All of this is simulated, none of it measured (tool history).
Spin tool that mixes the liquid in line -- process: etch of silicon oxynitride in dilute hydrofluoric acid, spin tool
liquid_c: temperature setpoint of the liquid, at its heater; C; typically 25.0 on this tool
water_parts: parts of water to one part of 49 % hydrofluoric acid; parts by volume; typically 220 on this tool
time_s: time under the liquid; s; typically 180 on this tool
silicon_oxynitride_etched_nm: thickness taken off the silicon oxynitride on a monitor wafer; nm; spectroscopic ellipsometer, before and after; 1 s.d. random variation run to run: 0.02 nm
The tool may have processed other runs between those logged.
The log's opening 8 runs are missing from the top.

run	hour	liquid_c	water_parts	time_s	read-back film thickness of the silicon oxynitride reference wafer, read on the same gauge (nm)	silicon_oxynitride_etched_nm
# hour 128.6: hydrofluoric acid flow meter replaced
9	138.4	25.0	220	180	80.040	1.988
# hour 177.3: gauge calibrated
10	187.1	25.0	140	250	80.005	4.604
11	194.5	29.5	220	285	79.976	3.719
12	210.9	27.5	260	180	80.001	1.802
13	218.0	27.0	150	105	79.978	1.971
14	230.9	25.0	330	270	79.984	1.823
15	238.2	25.0	220	75	79.977	0.815
16	247.0	25.0	220	180	79.993	1.954
17	258.8	25.0	220	180	79.980	1.986
18	272.3	20.5	125	180	79.987	3.015
19	281.1	28.5	220	275	80.023	3.488
20	296.6	22.0	145	255	79.973	3.930
21	307.3	21.0	175	215	80.012	2.583
22	313.4	21.0	175	215	79.993	2.564
23	330.1	25.0	220	180	80.005	1.996
24	343.1	25.0	220	265	80.004	2.885
25	352.2	25.0	220	180	79.989	2.012
26	368.1	28.0	250	180	79.996	1.953
27	382.9	25.0	220	180	79.982	1.981
28	394.8	25.0	155	235	79.974	3.825
29	403.1	25.0	220	180	79.991	2.005
30	416.6	25.0	130	215	79.997	4.326
31	430.6	25.0	295	215	79.978	1.688
32	442.3	25.0	170	180	80.015	2.662

Below are 5 alternative next runs, each starting from the tool's condition after run 32. Predict each:
A	442.8	25.0	220	120	?	?
B	442.8	22.5	160	270	?	?
C	442.8	23.0	220	255	?	?
D	442.8	27.5	220	220	?	?
E	442.8	29.5	185	210	?	?

run	read-back film thickness of the silicon oxynitride reference wafer, read on the same gauge (nm)	silicon_oxynitride_etched_nm
A	80.054	1.335
B	80.054	3.855
C	80.054	2.597
D	80.054	2.727
E	80.054	3.472
With no hidden state in the tool, these same runs would have given:
run	silicon_oxynitride_etched_nm
A	1.283
B	3.712
C	2.497
D	2.620
E	3.337
